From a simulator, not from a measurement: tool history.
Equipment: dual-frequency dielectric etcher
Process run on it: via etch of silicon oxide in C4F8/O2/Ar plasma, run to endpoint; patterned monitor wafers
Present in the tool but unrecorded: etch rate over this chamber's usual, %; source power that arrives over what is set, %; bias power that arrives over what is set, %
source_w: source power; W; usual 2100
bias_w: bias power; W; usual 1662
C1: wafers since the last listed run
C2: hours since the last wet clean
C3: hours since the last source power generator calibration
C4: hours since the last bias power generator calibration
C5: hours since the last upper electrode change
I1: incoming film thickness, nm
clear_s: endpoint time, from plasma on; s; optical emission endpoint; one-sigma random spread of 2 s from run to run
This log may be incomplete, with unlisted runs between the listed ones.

{"run": 1, "hour": 0.0, "source_w": 2320, "bias_w": 1662, "C1": 0, "C2": 650.3, "C3": 3228.7, "C4": 1493.5, "C5": 3076.1, "I1": 1069.6, "clear_s": 214.5}
{"run": 2, "hour": 64.4, "source_w": 2320, "bias_w": 1662, "C1": 417, "C2": 714.7, "C3": 3293.1, "C4": 1557.9, "C5": 3140.5, "I1": 1082.5, "clear_s": 216.8}
{"run": 3, "hour": 141.9, "source_w": 2320, "bias_w": 1662, "C1": 502, "C2": 792.2, "C3": 3370.6, "C4": 1635.4, "C5": 3218.0, "I1": 1077.1, "clear_s": 217.1}
{"run": 4, "hour": 229.5, "source_w": 2100, "bias_w": 1662, "C1": 568, "C2": 879.8, "C3": 3458.2, "C4": 1723.0, "C5": 3305.6, "I1": 1065.3, "clear_s": 219.9}
{"hour": 256.7, "done": "wet clean of the chamber"}
{"run": 5, "hour": 324.1, "source_w": 2100, "bias_w": 1662, "C1": 458, "C2": 67.4, "C3": 3552.8, "C4": 1817.6, "C5": 3400.2, "I1": 1066.6, "clear_s": 230.2}
{"run": 6, "hour": 411.7, "source_w": 2100, "bias_w": 1662, "C1": 568, "C2": 155.0, "C3": 3640.4, "C4": 1905.2, "C5": 3487.8, "I1": 1075.2, "clear_s": 234.2}
{"run": 7, "hour": 479.9, "source_w": 2100, "bias_w": 1662, "C1": 442, "C2": 223.2, "C3": 3708.6, "C4": 1973.4, "C5": 3556.0, "I1": 1070.4, "clear_s": 232.9}
{"hour": 545.2, "done": "source power generator calibrated"}
{"run": 8, "hour": 565.3, "source_w": 2100, "bias_w": 1662, "C1": 528, "C2": 308.6, "C3": 20.1, "C4": 2058.8, "C5": 3641.4, "I1": 1056.3, "clear_s": 232.3}
{"run": 9, "hour": 638.6, "source_w": 2100, "bias_w": 1662, "C1": 475, "C2": 381.9, "C3": 93.4, "C4": 2132.1, "C5": 3714.7, "I1": 1068.5, "clear_s": 227.7}
{"run": 10, "hour": 681.1, "source_w": 2540, "bias_w": 1828, "C1": 275, "C2": 424.4, "C3": 135.9, "C4": 2174.6, "C5": 3757.2, "I1": 1066.4, "clear_s": 203.5}
{"run": 11, "hour": 766.0, "source_w": 1600, "bias_w": 1662, "C1": 550, "C2": 509.3, "C3": 220.8, "C4": 2259.5, "C5": 3842.1, "I1": 1072.1, "clear_s": 254.9}
{"run": 12, "hour": 870.1, "source_w": 1870, "bias_w": 1371, "C1": 675, "C2": 613.4, "C3": 324.9, "C4": 2363.6, "C5": 3946.2, "I1": 1064.0, "clear_s": 258.3}
{"run": 13, "hour": 954.2, "source_w": 1760, "bias_w": 1257, "C1": 545, "C2": 697.5, "C3": 409.0, "C4": 2447.7, "C5": 4030.3, "I1": 1071.9, "clear_s": 269.5}
{"hour": 1021.2, "done": "wet clean of the chamber"}
{"run": 14, "hour": 1040.2, "source_w": 1770, "bias_w": 1903, "C1": 402, "C2": 19.0, "C3": 495.0, "C4": 2533.7, "C5": 4116.3, "I1": 1077.6, "clear_s": 244.0}
{"run": 15, "hour": 1092.9, "source_w": 1700, "bias_w": 1339, "C1": 341, "C2": 71.7, "C3": 547.7, "C4": 2586.4, "C5": 4169.0, "I1": 1072.5, "clear_s": 279.5}
{"run": 16, "hour": 1135.5, "source_w": 2100, "bias_w": 1839, "C1": 276, "C2": 114.3, "C3": 590.3, "C4": 2629.0, "C5": 4211.6, "I1": 1063.6, "clear_s": 223.1}
{"run": 17, "hour": 1207.1, "source_w": 2100, "bias_w": 1662, "C1": 464, "C2": 185.9, "C3": 661.9, "C4": 2700.6, "C5": 4283.2, "I1": 1071.0, "clear_s": 233.0}
{"run": 18, "hour": 1277.6, "source_w": 2100, "bias_w": 1857, "C1": 457, "C2": 256.4, "C3": 732.4, "C4": 2771.1, "C5": 4353.7, "I1": 1070.7, "clear_s": 225.9}
{"run": 19, "hour": 1376.5, "source_w": 1720, "bias_w": 1320, "C1": 641, "C2": 355.3, "C3": 831.3, "C4": 2870.0, "C5": 4452.6, "I1": 1062.3, "clear_s": 270.9}
{"hour": 1405.9, "done": "upper electrode replaced"}
{"run": 20, "hour": 1432.7, "source_w": 1740, "bias_w": 1469, "C1": 208, "C2": 411.5, "C3": 887.5, "C4": 2926.2, "C5": 26.8, "I1": 1072.0, "clear_s": 258.3}
{"hour": 1650.3, "done": "bias power generator calibrated"}
{"run": 21, "hour": 1750.0, "source_w": 2100, "bias_w": 1662, "C1": 2032, "C2": 728.8, "C3": 1204.8, "C4": 99.7, "C5": 344.1, "I1": 1066.8, "clear_s": 225.2}
{"run": 22, "hour": 1797.4, "source_w": 1710, "bias_w": 1391, "C1": 307, "C2": 776.2, "C3": 1252.2, "C4": 147.1, "C5": 391.5, "I1": 1071.3, "clear_s": 263.6}
{"run": 23, "hour": 1878.2, "source_w": 1890, "bias_w": 1280, "C1": 524, "C2": 857.0, "C3": 1333.0, "C4": 227.9, "C5": 472.3, "I1": 1072.6, "clear_s": 256.2}
{"hour": 1906.4, "done": "wet clean of the chamber"}
{"run": 24, "hour": 1985.2, "source_w": 2100, "bias_w": 1662, "C1": 538, "C2": 78.8, "C3": 1440.0, "C4": 334.9, "C5": 579.3, "I1": 1064.2, "clear_s": 232.3}
{"run": 25, "hour": 2023.8, "source_w": 2100, "bias_w": 1662, "C1": 250, "C2": 117.4, "C3": 1478.6, "C4": 373.5, "C5": 617.9, "I1": 1064.8, "clear_s": 233.1}
{"run": 26, "hour": 2062.6, "source_w": 2100, "bias_w": 1662, "C1": 251, "C2": 156.2, "C3": 1517.4, "C4": 412.3, "C5": 656.7, "I1": 1067.0, "clear_s": 230.3}
{"run": 27, "hour": 2167.7, "source_w": 2100, "bias_w": 1662, "C1": 681, "C2": 261.3, "C3": 1622.5, "C4": 517.4, "C5": 761.8, "I1": 1055.3, "clear_s": 228.0}
{"run": 28, "hour": 2256.3, "source_w": 2330, "bias_w": 1414, "C1": 574, "C2": 349.9, "C3": 1711.1, "C4": 606.0, "C5": 850.4, "I1": 1071.0, "clear_s": 233.6}
{"run": 29, "hour": 2359.1, "source_w": 2550, "bias_w": 1806, "C1": 666, "C2": 452.7, "C3": 1813.9, "C4": 708.8, "C5": 953.2, "I1": 1069.8, "clear_s": 202.6}
{"run": 30, "hour": 2421.7, "source_w": 2550, "bias_w": 1806, "C1": 406, "C2": 515.3, "C3": 1876.5, "C4": 771.4, "C5": 1015.8, "I1": 1071.6, "clear_s": 202.8}
{"run": 31, "hour": 2613.8, "source_w": 2410, "bias_w": 2045, "C1": 1246, "C2": 707.4, "C3": 2068.6, "C4": 963.5, "C5": 1207.9, "I1": 1070.8, "clear_s": 193.7}
{"hour": 2710.2, "done": "wet clean of the chamber"}
{"run": 32, "hour": 2712.7, "source_w": 2600, "bias_w": 1779, "C1": 485, "C2": 2.5, "C3": 2167.5, "C4": 1062.4, "C5": 1306.8, "I1": 1059.0, "clear_s": 209.6}
{"run": 33, "hour": 2779.1, "source_w": 2250, "bias_w": 1296, "C1": 430, "C2": 68.9, "C3": 2233.9, "C4": 1128.8, "C5": 1373.2, "I1": 1071.2, "clear_s": 257.3}
{"run": 34, "hour": 2859.3, "source_w": 2320, "bias_w": 1662, "C1": 520, "C2": 149.1, "C3": 2314.1, "C4": 1209.0, "C5": 1453.4, "I1": 1078.1, "clear_s": 228.0}

Hidden state, per run?
source power that arrives over what is set, %: 0 on each run
bias power that arrives over what is set, %: 0 on each run
H1: etch rate over this chamber's usual, %
run=1 H1=4.8
run=2 H1=5.22
run=3 H1=5.72
run=4 H1=6.28
run=5 H1=0.473
run=6 H1=1.04
run=7 H1=1.48
run=8 H1=2.03
run=9 H1=2.5
run=10 H1=2.77
run=11 H1=3.32
run=12 H1=3.99
run=13 H1=4.53
run=14 H1=-0.146
run=15 H1=0.193
run=16 H1=0.468
run=17 H1=0.929
run=18 H1=1.38
run=19 H1=2.02
run=20 H1=2.38
run=21 H1=4.42
run=22 H1=4.73
run=23 H1=5.25
run=24 H1=0.408
run=25 H1=0.657
run=26 H1=0.907
run=27 H1=1.58
run=28 H1=2.15
run=29 H1=2.82
run=30 H1=3.22
run=31 H1=4.46
run=32 H1=-0.963
run=33 H1=-0.536
run=34 H1=-0.0191

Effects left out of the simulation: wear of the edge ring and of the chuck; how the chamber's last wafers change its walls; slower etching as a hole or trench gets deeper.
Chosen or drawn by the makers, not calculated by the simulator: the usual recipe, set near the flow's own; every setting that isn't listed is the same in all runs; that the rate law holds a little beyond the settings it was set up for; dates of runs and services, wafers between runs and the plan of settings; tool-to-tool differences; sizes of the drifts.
